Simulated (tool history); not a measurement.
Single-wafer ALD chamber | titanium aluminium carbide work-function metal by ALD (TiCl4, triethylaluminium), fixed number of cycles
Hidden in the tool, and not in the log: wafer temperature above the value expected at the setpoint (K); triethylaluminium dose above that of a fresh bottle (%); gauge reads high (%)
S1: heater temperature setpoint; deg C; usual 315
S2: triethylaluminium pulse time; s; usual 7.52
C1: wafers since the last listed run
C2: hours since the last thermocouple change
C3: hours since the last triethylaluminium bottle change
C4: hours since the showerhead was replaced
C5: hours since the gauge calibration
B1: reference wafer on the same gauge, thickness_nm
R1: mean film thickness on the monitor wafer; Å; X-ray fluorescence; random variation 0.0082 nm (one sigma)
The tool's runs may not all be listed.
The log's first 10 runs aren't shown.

run,hour,S1,S2,C1,C2,C3,C4,C5,B1,R1
11,222.1,315,7.52,383,809.2,529.8,7035.5,719.0,2.320,20.71
12,241.6,315,7.52,325,828.7,549.3,7055.0,738.5,2.320,20.63
13,257.4,320,7.52,263,844.5,565.1,7070.8,754.3,2.319,20.96
14,284.6,320,7.52,453,871.7,592.3,7098.0,781.5,2.322,20.77
15,319.9,320,7.52,589,907.0,627.6,7133.3,816.8,2.321,20.87
16,353.0,315,7.52,552,940.1,660.7,7166.4,849.9,2.319,20.57
17,378.3,300,4.53,422,965.4,686.0,7191.7,875.2,2.321,16.49
# hour 389.7: gauge calibrated
18,483.1,322,7.52,1749,1070.2,790.8,7296.5,93.4,2.320,20.98
19,497.5,301,5.11,240,1084.6,805.2,7310.9,107.8,2.319,17.30
20,513.4,301,6.43,265,1100.5,821.1,7326.8,123.7,2.323,18.47
# hour 523.9: thermocouple changed; heater temperature recalibrated
# hour 528.6: showerhead replaced
21,548.4,322,7.52,372,24.5,856.1,19.8,158.7,2.319,20.84
# hour 579.3: triethylaluminium bottle replaced
22,579.8,304,10.48,390,55.9,0.5,51.2,190.1,2.323,20.51
23,609.9,321,9.61,502,86.0,30.6,81.3,220.2,2.320,21.63
24,631.3,308,7.52,357,107.4,52.0,102.7,241.6,2.317,19.54
25,665.7,303,5.27,574,141.8,86.4,137.1,276.0,2.322,17.08
26,682.4,304,5.06,278,158.5,103.1,153.8,292.7,2.318,16.85
27,698.8,315,9.08,273,174.9,119.5,170.2,309.1,2.318,21.00
28,720.4,315,7.52,360,196.5,141.1,191.8,330.7,2.322,20.12
# hour 737.3: triethylaluminium bottle replaced, repeated, since the last time left the tool worse
29,819.1,321,5.54,1513,295.2,81.8,290.5,429.4,2.319,19.72
30,833.5,315,9.42,240,309.6,96.2,304.9,443.8,2.320,21.59
31,847.5,315,7.52,233,323.6,110.2,318.9,457.8,2.316,20.85
32,880.0,301,5.11,542,356.1,142.7,351.4,490.3,2.319,17.81
33,907.5,315,7.52,458,383.6,170.2,378.9,517.8,2.318,20.70

Forecast each of these 4 alternatives for the next run:
A,907.9,315,9.07,6,384.0,170.6,379.3,518.2,?,?
B,907.9,327,5.67,6,384.0,170.6,379.3,518.2,?,?
C,907.9,328,6.70,6,384.0,170.6,379.3,518.2,?,?
D,907.9,303,8.85,6,384.0,170.6,379.3,518.2,?,?

run,B1,R1
A,2.318,21.41
B,2.318,20.12
C,2.318,21.15
D,2.318,20.41
Without the tool's hidden state the same runs would have given:
run,R1
A,21.43
B,20.16
C,21.18
D,20.43
